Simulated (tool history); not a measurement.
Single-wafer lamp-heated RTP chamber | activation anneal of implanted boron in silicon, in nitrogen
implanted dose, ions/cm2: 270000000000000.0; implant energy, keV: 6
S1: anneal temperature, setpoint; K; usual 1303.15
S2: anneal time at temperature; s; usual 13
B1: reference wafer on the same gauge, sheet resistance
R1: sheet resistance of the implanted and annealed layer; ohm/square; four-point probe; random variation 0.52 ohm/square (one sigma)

run   hour       S1  S2      B1      R1
  1    0.0  1303.15  10  278.61  342.61
  2   23.4  1303.15  10  278.33  343.36
  3   48.5  1303.15  10  278.07  341.98
  4   61.8  1303.15  13  278.09  340.92
      70.6  -- pyrometer window cleaned and pyrometer calibrated
  5   74.7  1288.15  13  277.87  343.67
  6   91.9  1284.15  13  278.02  343.42
  7  109.2  1284.15  13  277.85  343.41
  8  124.0  1303.15  13  277.79  341.01
  9  138.7  1319.15  19  277.56  339.01
 10  163.9  1321.15  17  277.67  338.20
 11  186.4  1328.15  17  277.64  337.28
     187.6  -- gauge calibrated
     204.6  -- reflector plate cleaned
 12  213.9  1277.15  17  279.86  345.86
 13  240.9  1288.15  13  279.36  345.03
     273.9  -- pyrometer window cleaned and pyrometer calibrated
 14  274.4  1274.15  20  278.72  343.72
 15  289.8  1303.15  10  278.42  343.01
 16  319.3  1283.15   8  278.15  345.57
 17  345.2  1322.15  16  277.93  338.88
 18  369.7  1288.15   5  277.80  344.99

Forecast each of these 4 alternatives for the next run:
  A  370.1  1303.15  13   ?   ?
  B  370.1  1328.15  11   ?   ?
  C  370.1  1327.15   9   ?   ?
  D  370.1  1303.15   7   ?   ?

run      B1      R1
  A  277.80  341.04
  B  277.80  339.95
  C  277.80  340.94
  D  277.80  343.13
Without the tool's hidden state the same runs would have given:
run      R1
  A  345.06
  B  343.97
  C  344.97
  D  347.18
